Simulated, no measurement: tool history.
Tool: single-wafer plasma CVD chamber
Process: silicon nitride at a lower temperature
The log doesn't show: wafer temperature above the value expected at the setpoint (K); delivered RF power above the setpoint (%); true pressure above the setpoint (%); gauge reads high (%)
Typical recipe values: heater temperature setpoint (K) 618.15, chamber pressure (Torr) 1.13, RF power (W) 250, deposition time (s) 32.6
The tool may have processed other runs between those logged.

run     day  heater temperature setpoint (K)  chamber pressure (Torr)  RF power (W)  deposition time (s)  wafers since the last listed run  hours since the last thermocouple change  hours since the last RF generator calibration  hours since the last manometer calibration  hours since the showerhead was replaced  hours since the gauge calibration  read-back reference wafer on the same gauge, thickness_nm  mean film thickness on the monitor wafer (nm)
  1       0                           612.15                     1.13           285                 32.6                                 0                                    1320.6                                         2092.5                                      1445.6                                      8.5                                5.2                                                     30.287                                         35.264
  2   0.708                           612.15                     1.13           285                 32.6                               439                                    1337.6                                         2109.5                                      1462.6                                     25.5                               22.2                                                     30.298                                         35.161
  3   0.996                           612.15                     1.13           285                 32.6                               178                                    1344.5                                         2116.4                                      1469.5                                     32.4                               29.1                                                     30.303                                          35.16
  4   1.438                           618.15                     1.13           250                 32.6                               273                                    1355.1                                           2127                                      1480.1                                       43                               39.7                                                     30.315                                         33.002
  5   1.929                           618.15                     1.13           250                 32.6                               304                                    1366.9                                         2138.8                                      1491.9                                     54.8                               51.5                                                     30.303                                          32.92
  6   2.267                           623.15                     1.13           250                 32.6                               209                                      1375                                         2146.9                                        1500                                     62.9                               59.6                                                     30.312                                          32.94
  7   2.975                           618.15                     1.13           250                 32.6                               439                                      1392                                         2163.9                                        1517                                     79.9                               76.6                                                     30.309                                         32.901
      3.404  -- capacitance manometer re-zeroed and calibrated
  8   3.588                           618.15                     1.39           285                 28.2                               173                                    1406.7                                         2178.6                                         4.4                                     94.6                               91.3                                                     30.306                                         32.313
  9   4.154                           618.15                     0.91           250                 32.6                               351                                    1420.3                                         2192.2                                          18                                    108.2                              104.9                                                     30.318                                         28.833
 10     5.5                           618.15                      1.3           250                 29.4                               834                                    1452.6                                         2224.5                                        50.3                                    140.5                              137.2                                                     30.314                                         30.574
 11   6.121                           618.15                     1.13           250                 38.4                               385                                    1467.5                                         2239.4                                        65.2                                    155.4                              152.1                                                      30.31                                         37.703
      6.762  -- RF generator calibrated
      7.729  -- capacitance manometer re-zeroed and calibrated, repeated, since the last time left the tool worse
 12   7.775                           618.15                     1.13           250                 32.6                               612                                    1507.2                                           24.3                                         1.1                                    195.1                              191.8                                                     30.304                                         33.608
 13   8.125                           612.15                     1.13           285                 32.6                               217                                    1515.6                                           32.7                                         9.5                                    203.5                              200.2                                                     30.305                                          36.13
 14   8.546                           628.15                     1.13           295                 32.6                               261                                    1525.7                                           42.8                                        19.6                                    213.6                              210.3                                                     30.299                                         36.404
 15   8.996                           618.15                     1.03           250                 38.4                               279                                    1536.5                                           53.6                                        30.4                                    224.4                              221.1                                                     30.308                                         37.852
 16     9.6                           618.15                     1.05           230                 32.6                               374                                      1551                                           68.1                                        44.9                                    238.9                              235.6                                                       30.3                                         31.165
     10.454  -- thermocouple changed; heater temperature recalibrated
 17  10.475                           612.15                     1.13           285                 32.6                               335                                       0.5                                           89.1                                        65.9                                    259.9                              256.6                                                     30.298                                         36.089
 18  10.488                           618.15                     1.26           210                 29.9                                 7                                       0.8                                           89.4                                        66.2                                    260.2                              256.9                                                     30.309                                         29.582
 19   11.15                           610.15                     1.13           220                 35.8                               410                                      16.7                                          105.3                                        82.1                                    276.1                              272.8                                                     30.297                                         34.645
 20  11.508                           618.15                     1.06           250                 37.3                               222                                      25.3                                          113.9                                        90.7                                    284.7                              281.4                                                     30.306                                         37.329
 21  12.104                           618.15                     1.13           250                 36.6                               369                                      39.6                                          128.2                                         105                                      299                              295.7                                                     30.281                                         37.742
 22  12.408                           618.15                     1.13           280                 32.6                               188                                      46.9                                          135.5                                       112.3                                    306.3                                303                                                     30.288                                         35.516
 23  12.967                           618.15                     1.13           215                 32.6                               346                                      60.3                                          148.9                                       125.7                                    319.7                              316.4                                                     30.295                                         31.175
 24   13.65                           618.15                     1.13           250                 32.6                               423                                      76.7                                          165.3                                       142.1                                    336.1                              332.8                                                     30.297                                         33.495
 25  14.133                           618.15                     1.21           250                 35.4                               299                                      88.3                                          176.9                                       153.7                                    347.7                              344.4                                                     30.308                                         37.361
 26  14.579                           605.15                     1.13           230                 32.6                               276                                        99                                          187.6                                       164.4                                    358.4                              355.1                                                     30.305                                         32.108
 27  14.833                           611.15                     0.99           250                 32.6                               157                                     105.1                                          193.7                                       170.5                                    364.5                              361.2                                                     30.295                                         31.784
 28  15.558                           618.15                     1.13           250                 38.2                               449                                     122.5                                          211.1                                       187.9                                    381.9                              378.6                                                     30.298                                         39.204

4 ways to go on from here, each from the tool as it stands after run 28. What would each give?
  A  15.575                           618.15                     1.41           250                 32.6                                10                                     122.9                                          211.5                                       188.3                                    382.3                                379                                                          ?                                              ?
  B  15.575                           618.15                      1.3           250                 30.7                                10                                     122.9                                          211.5                                       188.3                                    382.3                                379                                                          ?                                              ?
  C  15.575                           629.15                     0.85           250                 32.6                                10                                     122.9                                          211.5                                       188.3                                    382.3                                379                                                          ?                                              ?
  D  15.575                           626.15                     1.37           250                 32.6                                10                                     122.9                                          211.5                                       188.3                                    382.3                                379                                                          ?                                              ?

run  read-back reference wafer on the same gauge, thickness_nm  mean film thickness on the monitor wafer (nm)
  A                                                     30.322                                         36.381
  B                                                     30.322                                         33.247
  C                                                     30.322                                          28.89
  D                                                     30.322                                         35.904
Had the tool no hidden state, the same runs would have come out as:
run  mean film thickness on the monitor wafer (nm)
  A                                         36.525
  B                                         33.383
  C                                         29.052
  D                                         36.048
